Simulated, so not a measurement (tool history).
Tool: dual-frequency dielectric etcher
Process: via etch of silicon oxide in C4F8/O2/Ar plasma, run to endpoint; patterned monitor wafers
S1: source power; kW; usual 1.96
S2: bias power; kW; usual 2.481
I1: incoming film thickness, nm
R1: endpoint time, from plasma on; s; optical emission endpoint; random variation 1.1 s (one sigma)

{"run": 1, "hour": 0.0, "S1": 1.96, "S2": 2.481, "I1": 888.5, "R1": 155.7}
{"run": 2, "hour": 62.2, "S1": 1.63, "S2": 2.481, "I1": 885.2, "R1": 161.9}
{"run": 3, "hour": 134.8, "S1": 1.63, "S2": 2.481, "I1": 885.5, "R1": 159.5}
{"run": 4, "hour": 186.8, "S1": 2.25, "S2": 2.481, "I1": 881.6, "R1": 144.5}
{"run": 5, "hour": 254.9, "S1": 2.25, "S2": 2.481, "I1": 877.4, "R1": 143.6}
{"run": 6, "hour": 346.7, "S1": 2.25, "S2": 2.481, "I1": 881.5, "R1": 143.9}
{"run": 7, "hour": 482.3, "S1": 1.96, "S2": 2.481, "I1": 888.7, "R1": 148.4}
{"hour": 533.1, "done": "wet clean of the chamber"}
{"run": 8, "hour": 540.5, "S1": 1.96, "S2": 2.481, "I1": 880.8, "R1": 155.4}
{"hour": 642.2, "done": "upper electrode replaced"}
{"hour": 674.5, "done": "source power generator calibrated"}
{"run": 9, "hour": 705.0, "S1": 1.96, "S2": 2.258, "I1": 880.4, "R1": 156.3}
{"run": 10, "hour": 768.3, "S1": 1.96, "S2": 2.481, "I1": 889.7, "R1": 150.6}
{"run": 11, "hour": 860.3, "S1": 1.96, "S2": 2.481, "I1": 889.4, "R1": 149.5}
{"run": 12, "hour": 914.6, "S1": 2.35, "S2": 1.968, "I1": 884.5, "R1": 148.7}
{"hour": 982.5, "done": "wet clean of the chamber"}
{"run": 13, "hour": 1021.9, "S1": 2.31, "S2": 2.481, "I1": 887.1, "R1": 145.7}
{"hour": 1104.8, "done": "bias power generator calibrated"}
{"run": 14, "hour": 1113.9, "S1": 2.25, "S2": 2.481, "I1": 884.3, "R1": 143.6}
{"run": 15, "hour": 1198.7, "S1": 1.81, "S2": 2.668, "I1": 891.4, "R1": 149.4}
{"run": 16, "hour": 1254.9, "S1": 1.96, "S2": 1.955, "I1": 894, "R1": 162.2}

Run 17 comes next. What will it give?
{"run": 17, "hour": 1335.7, "S1": 2.12, "S2": 2.969, "I1": 887.2, "R1": "?"}

R1: 134.1 s
Without the tool's hidden state the same run would have given R1 140.5 s.
